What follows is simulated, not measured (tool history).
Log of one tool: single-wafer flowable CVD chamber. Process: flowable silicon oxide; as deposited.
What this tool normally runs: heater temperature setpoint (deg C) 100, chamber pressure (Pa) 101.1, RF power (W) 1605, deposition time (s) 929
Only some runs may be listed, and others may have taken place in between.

| run | hour | heater temperature setpoint (deg C) | chamber pressure (Pa) | RF power (W) | deposition time (s) | read-back reference wafer on the same gauge, thickness_nm | mean film thickness on the monitor wafer (nm) |
|---|---|---|---|---|---|---|---|
| 1 | 0 | 100 | 101.1 | 1605 | 929 | 537.988 | 442.495 |
| 2 | 13.3 | 100 | 101.1 | 1605 | 929 | 538.28 | 443.518 |
| 3 | 31.2 | 100 | 101.1 | 1605 | 929 | 538.254 | 444.341 |
| 4 | 45.4 | 100 | 101.1 | 1370 | 929 | 538.165 | 418.993 |
| 5 | 61.2 | 100 | 101.1 | 1370 | 929 | 538.833 | 417.28 |
|  | 68.5 | gauge calibrated |
|  | 71.5 | RF generator calibrated |
|  | 74.8 | showerhead replaced, of another model than before |
|  | 82.9 | thermocouple changed; heater temperature recalibrated |
| 6 | 83.4 | 100 | 101.1 | 1370 | 929 | 538.179 | 493.333 |
| 7 | 84.3 | 100 | 101.1 | 1605 | 929 | 537.499 | 542.738 |
| 8 | 93.7 | 100 | 101.1 | 1605 | 929 | 537.818 | 541.348 |
| 9 | 104.5 | 100 | 101.1 | 1605 | 872 | 538.08 | 505.666 |
| 10 | 120.9 | 109 | 79.3 | 1605 | 929 | 538.164 | 349.723 |
|  | 138.1 | capacitance manometer re-zeroed and calibrated |
| 11 | 138.6 | 109 | 79.3 | 1605 | 929 | 537.997 | 350.399 |
| 12 | 148.6 | 87 | 115.6 | 1450 | 1057 | 538.198 | 958.023 |
| 13 | 161.2 | 100 | 101.1 | 1605 | 929 | 537.847 | 537.576 |
| 14 | 167.3 | 114 | 101.1 | 1605 | 929 | 538.838 | 343.973 |
| 15 | 180 | 88 | 101.1 | 1605 | 929 | 537.424 | 788.932 |
| 16 | 188.1 | 100 | 101.1 | 1525 | 929 | 538.291 | 520.867 |

Alternative continuations, all from the tool just after run 16; predict every row:
| A | 188.8 | 100 | 101.1 | 1605 | 929 | ? | ? |
| B | 188.8 | 105 | 111.2 | 1605 | 929 | ? | ? |
| C | 188.8 | 109 | 101.1 | 1860 | 1095 | ? | ? |
| D | 188.8 | 100 | 108.7 | 1605 | 929 | ? | ? |
| E | 188.8 | 100 | 101.1 | 1705 | 831 | ? | ? |

| run | read-back reference wafer on the same gauge, thickness_nm | mean film thickness on the monitor wafer (nm) |
|---|---|---|
| A | 537.432 | 536.845 |
| B | 537.432 | 482.687 |
| C | 537.432 | 498.931 |
| D | 537.432 | 561.147 |
| E | 537.432 | 492.802 |
With the hidden condition removed and each run's random variation left untouched, the same runs would have given:
| run | mean film thickness on the monitor wafer (nm) |
|---|---|
| A | 546.214 |
| B | 490.892 |
| C | 507.237 |
| D | 570.94 |
| E | 501.402 |
